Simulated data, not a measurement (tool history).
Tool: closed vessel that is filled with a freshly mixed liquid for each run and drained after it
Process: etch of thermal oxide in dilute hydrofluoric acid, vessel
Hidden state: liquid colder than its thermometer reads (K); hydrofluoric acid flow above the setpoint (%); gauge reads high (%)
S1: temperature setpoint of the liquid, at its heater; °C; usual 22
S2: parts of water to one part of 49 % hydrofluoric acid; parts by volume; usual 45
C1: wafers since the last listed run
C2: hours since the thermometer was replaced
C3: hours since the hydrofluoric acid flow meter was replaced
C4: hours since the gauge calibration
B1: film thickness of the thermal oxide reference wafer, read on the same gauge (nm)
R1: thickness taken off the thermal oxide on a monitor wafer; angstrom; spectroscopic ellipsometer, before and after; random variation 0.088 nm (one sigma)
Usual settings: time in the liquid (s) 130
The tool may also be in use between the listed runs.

run 1 hour=0 | S1=22 S2=45 time_in_the_liquid_(s)=95 | C1=0 C2=1131.6 C3=189.2 C4=196.1 | B1=49.96 | R1=109.4
run 2 hour=27.2 | S1=22 S2=45 time_in_the_liquid_(s)=85 | C1=2252 C2=1158.8 C3=216.4 C4=223.3 | B1=50.01 | R1=99.8
run 3 hour=76.2 | S1=19.5 S2=45 time_in_the_liquid_(s)=90 | C1=4056 C2=1207.8 C3=265.4 C4=272.3 | B1=50.01 | R1=94.9
-- hour=172.2 gauge calibrated
run 4 hour=228.9 | S1=19.5 S2=45 time_in_the_liquid_(s)=90 | C1=12642 C2=1360.5 C3=418.1 C4=56.7 | B1=50 | R1=97
run 5 hour=268.8 | S1=19.5 S2=45 time_in_the_liquid_(s)=90 | C1=3303 C2=1400.4 C3=458 C4=96.6 | B1=49.96 | R1=98.4
-- hour=285.8 hydrofluoric acid flow meter replaced
run 6 hour=305.4 | S1=24.5 S2=50 time_in_the_liquid_(s)=130 | C1=2947 C2=1437 C3=19.6 C4=133.2 | B1=50 | R1=162.9
run 7 hour=343.5 | S1=22 S2=45 time_in_the_liquid_(s)=130 | C1=3154 C2=1475.1 C3=57.7 C4=171.3 | B1=50 | R1=165.6
-- hour=393.3 thermometer replaced
run 8 hour=395.8 | S1=22 S2=45 time_in_the_liquid_(s)=65 | C1=4247 C2=2.5 C3=110 C4=223.6 | B1=50.01 | R1=84.1
run 9 hour=429.1 | S1=22 S2=45 time_in_the_liquid_(s)=130 | C1=2757 C2=35.8 C3=143.3 C4=256.9 | B1=50.03 | R1=168.7
-- hour=431.8 hydrofluoric acid flow meter replaced, repeated, since the last time left the tool worse
run 10 hour=485.1 | S1=24 S2=25 time_in_the_liquid_(s)=150 | C1=4553 C2=91.8 C3=53.3 C4=312.9 | B1=50.01 | R1=342.7
run 11 hour=515.4 | S1=22 S2=30 time_in_the_liquid_(s)=80 | C1=2508 C2=122.1 C3=83.6 C4=343.2 | B1=49.98 | R1=138.5
-- hour=529.4 gauge calibrated
run 12 hour=583.4 | S1=24 S2=40 time_in_the_liquid_(s)=55 | C1=5630 C2=190.1 C3=151.6 C4=54 | B1=50 | R1=77.5
run 13 hour=624.7 | S1=17.5 S2=45 time_in_the_liquid_(s)=95 | C1=3419 C2=231.4 C3=192.9 C4=95.3 | B1=50.02 | R1=91.8
run 14 hour=681.7 | S1=22 S2=45 time_in_the_liquid_(s)=130 | C1=4719 C2=288.4 C3=249.9 C4=152.3 | B1=49.98 | R1=151.9
run 15 hour=707.3 | S1=17.5 S2=65 time_in_the_liquid_(s)=85 | C1=2119 C2=314 C3=275.5 C4=177.9 | B1=49.97 | R1=55.8

Hidden state or all else? Some run-to-run changes of R1, split into what the settings, what came in and random variation would give without the hidden state, and what is left for the hidden state (with any gauge scatter that isn't in both results):
Run 9 -> 10: S1 22 -> 24, S2 45 -> 25, time in the liquid (s) 130 -> 150, hydrofluoric acid flow meter replaced, repeated, since the last time left the tool worse. R1 +174 angstrom: hidden state -18.4, all else +192.4.
Run 10 -> 11: S1 24 -> 22, S2 25 -> 30, time in the liquid (s) 150 -> 80. R1 -204.2 angstrom: hidden state -1.6, all else -202.6.
